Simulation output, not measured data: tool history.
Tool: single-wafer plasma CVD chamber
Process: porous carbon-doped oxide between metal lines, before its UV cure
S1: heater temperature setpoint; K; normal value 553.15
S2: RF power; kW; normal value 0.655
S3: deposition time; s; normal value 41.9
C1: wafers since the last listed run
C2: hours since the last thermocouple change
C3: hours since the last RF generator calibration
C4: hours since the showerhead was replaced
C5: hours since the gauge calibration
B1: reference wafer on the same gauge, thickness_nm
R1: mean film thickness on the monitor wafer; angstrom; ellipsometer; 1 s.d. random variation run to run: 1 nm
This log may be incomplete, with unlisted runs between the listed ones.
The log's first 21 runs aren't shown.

{"run": 22, "hour": 246.2, "S1": 553.15, "S2": 0.655, "S3": 49.3, "C1": 84, "C2": 213.2, "C3": 76.2, "C4": 6.9, "C5": 230.4, "B1": 287.042, "R1": 3539.71}
{"run": 23, "hour": 258.7, "S1": 553.15, "S2": 0.655, "S3": 41.9, "C1": 164, "C2": 225.7, "C3": 88.7, "C4": 19.4, "C5": 242.9, "B1": 286.915, "R1": 3010.41}
{"run": 24, "hour": 272.0, "S1": 553.15, "S2": 0.655, "S3": 39.3, "C1": 175, "C2": 239.0, "C3": 102.0, "C4": 32.7, "C5": 256.2, "B1": 286.977, "R1": 2843.2}
{"run": 25, "hour": 325.9, "S1": 559.15, "S2": 0.655, "S3": 46.3, "C1": 709, "C2": 292.9, "C3": 155.9, "C4": 86.6, "C5": 310.1, "B1": 287.065, "R1": 3195.96}
{"run": 26, "hour": 341.8, "S1": 541.15, "S2": 0.55, "S3": 49.1, "C1": 209, "C2": 308.8, "C3": 171.8, "C4": 102.5, "C5": 326.0, "B1": 286.694, "R1": 3367.54}
{"run": 27, "hour": 359.2, "S1": 553.15, "S2": 0.655, "S3": 41.9, "C1": 229, "C2": 326.2, "C3": 189.2, "C4": 119.9, "C5": 343.4, "B1": 286.949, "R1": 3024.33}
{"run": 28, "hour": 373.1, "S1": 546.15, "S2": 0.655, "S3": 46.0, "C1": 183, "C2": 340.1, "C3": 203.1, "C4": 133.8, "C5": 357.3, "B1": 286.965, "R1": 3466.38}
{"run": 29, "hour": 388.7, "S1": 553.15, "S2": 0.655, "S3": 41.9, "C1": 205, "C2": 355.7, "C3": 218.7, "C4": 149.4, "C5": 372.9, "B1": 287.104, "R1": 3008.4}
{"run": 30, "hour": 401.3, "S1": 553.15, "S2": 0.655, "S3": 41.9, "C1": 165, "C2": 368.3, "C3": 231.3, "C4": 162.0, "C5": 385.5, "B1": 287.11, "R1": 3025.88}
{"run": 31, "hour": 412.5, "S1": 544.15, "S2": 0.655, "S3": 41.9, "C1": 147, "C2": 379.5, "C3": 242.5, "C4": 173.2, "C5": 396.7, "B1": 287.163, "R1": 3219.31}
{"run": 32, "hour": 419.3, "S1": 562.15, "S2": 0.56, "S3": 48.7, "C1": 89, "C2": 386.3, "C3": 249.3, "C4": 180.0, "C5": 403.5, "B1": 286.778, "R1": 2931.1}
{"run": 33, "hour": 434.0, "S1": 553.15, "S2": 0.655, "S3": 41.9, "C1": 193, "C2": 401.0, "C3": 264.0, "C4": 194.7, "C5": 418.2, "B1": 286.78, "R1": 2992.12}

5 options for the next run, each taken on its own from the tool as it stands now. Forecast them:
{"run": "A", "hour": 434.4, "S1": 553.15, "S2": 0.655, "S3": 41.9, "C1": 5, "C2": 401.4, "C3": 264.4, "C4": 195.1, "C5": 418.6, "B1": "?", "R1": "?"}
{"run": "B", "hour": 434.4, "S1": 553.15, "S2": 0.56, "S3": 41.9, "C1": 5, "C2": 401.4, "C3": 264.4, "C4": 195.1, "C5": 418.6, "B1": "?", "R1": "?"}
{"run": "C", "hour": 434.4, "S1": 553.15, "S2": 0.655, "S3": 37.4, "C1": 5, "C2": 401.4, "C3": 264.4, "C4": 195.1, "C5": 418.6, "B1": "?", "R1": "?"}
{"run": "D", "hour": 434.4, "S1": 553.15, "S2": 0.575, "S3": 34.5, "C1": 5, "C2": 401.4, "C3": 264.4, "C4": 195.1, "C5": 418.6, "B1": "?", "R1": "?"}
{"run": "E", "hour": 434.4, "S1": 561.15, "S2": 0.555, "S3": 48.4, "C1": 5, "C2": 401.4, "C3": 264.4, "C4": 195.1, "C5": 418.6, "B1": "?", "R1": "?"}

run=A B1=287.352 R1=3007.43
run=B B1=287.352 R1=2678.81
run=C B1=287.352 R1=2692.07
run=D B1=287.352 R1=2261.37
run=E B1=287.352 R1=2894.40
The same runs, with their run-to-run variation unchanged, on a tool lacking any hidden condition would have given:
run=A R1=3044.51
run=B R1=2712.76
run=C R1=2725.26
run=D R1=2289.43
run=E R1=2931.08
